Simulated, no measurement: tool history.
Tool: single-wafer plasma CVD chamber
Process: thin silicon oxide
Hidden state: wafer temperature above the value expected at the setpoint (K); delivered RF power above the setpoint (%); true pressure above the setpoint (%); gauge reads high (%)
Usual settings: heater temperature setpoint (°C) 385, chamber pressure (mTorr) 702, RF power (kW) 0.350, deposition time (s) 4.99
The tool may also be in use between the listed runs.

run    hour  heater temperature setpoint (°C)  chamber pressure (mTorr)  RF power (kW)  deposition time (s)  wafers since the last listed run  hours since the last thermocouple change  hours since the last RF generator calibration  hours since the last manometer calibration  hours since the showerhead was replaced  hours since the gauge calibration  read-back reference wafer on the same gauge, thickness_nm  mean film thickness on the monitor wafer (angstrom)
  1     0.0                               385                       702          0.350                 4.99                                 0                                     861.0                                         1024.8                                       913.2                                   6748.6                             1753.5                                                      7.698                                                76.09
       52.1  -- thermocouple changed; heater temperature recalibrated
  2    71.5                               385                       702          0.350                 4.99                              2467                                      19.4                                         1096.3                                       984.7                                   6820.1                             1825.0                                                      7.699                                                76.02
  3   123.8                               385                       643          0.350                 4.99                              2031                                      71.7                                         1148.6                                      1037.0                                   6872.4                             1877.3                                                      7.692                                                69.12
  4   161.9                               385                       643          0.350                 4.99                              1480                                     109.8                                         1186.7                                      1075.1                                   6910.5                             1915.4                                                      7.700                                                68.80
  5   206.8                               385                       643          0.350                 4.99                              1744                                     154.7                                         1231.6                                      1120.0                                   6955.4                             1960.3                                                      7.702                                                68.99
  6   245.6                               385                       702          0.350                 4.99                              1507                                     193.5                                         1270.4                                      1158.8                                   6994.2                             1999.1                                                      7.697                                                75.53
      256.9  -- RF generator calibrated
  7   281.9                               385                       702          0.350                 4.99                              1099                                     229.8                                           25.0                                      1195.1                                   7030.5                             2035.4                                                      7.701                                                76.51
  8   335.4                               385                       702          0.350                 4.99                              2078                                     283.3                                           78.5                                      1248.6                                   7084.0                             2088.9                                                      7.706                                                76.44
  9   395.8                               385                       702          0.350                 4.99                              2346                                     343.7                                          138.9                                      1309.0                                   7144.4                             2149.3                                                      7.705                                                76.65
 10   447.1                               371                       702          0.290                 4.99                              1993                                     395.0                                          190.2                                      1360.3                                   7195.7                             2200.6                                                      7.702                                                70.61
 11   476.1                               379                       797          0.395                 4.99                              1126                                     424.0                                          219.2                                      1389.3                                   7224.7                             2229.6                                                      7.702                                                91.21
 12   519.4                               385                       546          0.280                 4.99                              1682                                     467.3                                          262.5                                      1432.6                                   7268.0                             2272.9                                                      7.697                                                52.86
 13   589.0                               394                       702          0.350                 4.60                              2704                                     536.9                                          332.1                                      1502.2                                   7337.6                             2342.5                                                      7.698                                                69.97
 14   636.3                               385                       702          0.350                 4.99                              1837                                     584.2                                          379.4                                      1549.5                                   7384.9                             2389.8                                                      7.694                                                76.36
 15   717.4                               385                       702          0.380                 5.36                              3150                                     665.3                                          460.5                                      1630.6                                   7466.0                             2470.9                                                      7.708                                                84.65
 16   789.1                               378                       702          0.350                 4.99                              2785                                     737.0                                          532.2                                      1702.3                                   7537.7                             2542.6                                                      7.692                                                76.38
      815.9  -- showerhead replaced
 17   839.1                               385                       702          0.350                 4.99                              1631                                     787.0                                          582.2                                      1752.3                                     23.2                             2592.6                                                      7.700                                                75.96
 18   865.5                               373                       702          0.350                 4.99                              1025                                     813.4                                          608.6                                      1778.7                                     49.6                             2619.0                                                      7.699                                                76.88
 19   934.8                               385                       702          0.385                 5.55                              2692                                     882.7                                          677.9                                      1848.0                                    118.9                             2688.3                                                      7.696                                                87.61
      955.2  -- thermocouple changed; heater temperature recalibrated
      986.4  -- gauge calibrated
 20   999.8                               385                       702          0.350                 5.47                              2214                                      44.6                                          742.9                                      1913.0                                    183.9                               13.4                                                      7.704                                                83.56
     1043.4  -- capacitance manometer re-zeroed and calibrated
 21  1057.0                               395                       795          0.290                 4.99                              1911                                     101.8                                          800.1                                        13.6                                    241.1                               70.6                                                      7.707                                                79.31
 22  1126.1                               385                       702          0.350                 4.99                              2684                                     170.9                                          869.2                                        82.7                                    310.2                              139.7                                                      7.701                                                76.97
 23  1187.1                               385                       702          0.350                 5.39                              2369                                     231.9                                          930.2                                       143.7                                    371.2                              200.7                                                      7.699                                                82.70
 24  1217.8                               391                       702          0.350                 4.99                              1192                                     262.6                                          960.9                                       174.4                                    401.9                              231.4                                                      7.698                                                76.43
 25  1254.7                               385                       702          0.300                 4.11                              1433                                     299.5                                          997.8                                       211.3                                    438.8                              268.3                                                      7.703                                                58.53
 26  1288.4                               385                       827          0.385                 4.99                              1309                                     333.2                                         1031.5                                       245.0                                    472.5                              302.0                                                      7.698                                                93.43
     1332.8  -- RF generator calibrated
 27  1350.8                               385                       777          0.395                 4.99                              2113                                     395.6                                           18.0                                       307.4                                    534.9                              364.4                                                      7.711                                                89.82

Forecast run 28:
 28  1415.4                               385                       570          0.350                 5.55                              2509                                     460.2                                           82.6                                       372.0                                    599.5                              429.0                                                          ?                                                    ?

read-back reference wafer on the same gauge, thickness_nm: 7.700
mean film thickness on the monitor wafer (angstrom): 69.11
Without the tool's hidden state the same run would have given mean film thickness on the monitor wafer (angstrom) 69.45.

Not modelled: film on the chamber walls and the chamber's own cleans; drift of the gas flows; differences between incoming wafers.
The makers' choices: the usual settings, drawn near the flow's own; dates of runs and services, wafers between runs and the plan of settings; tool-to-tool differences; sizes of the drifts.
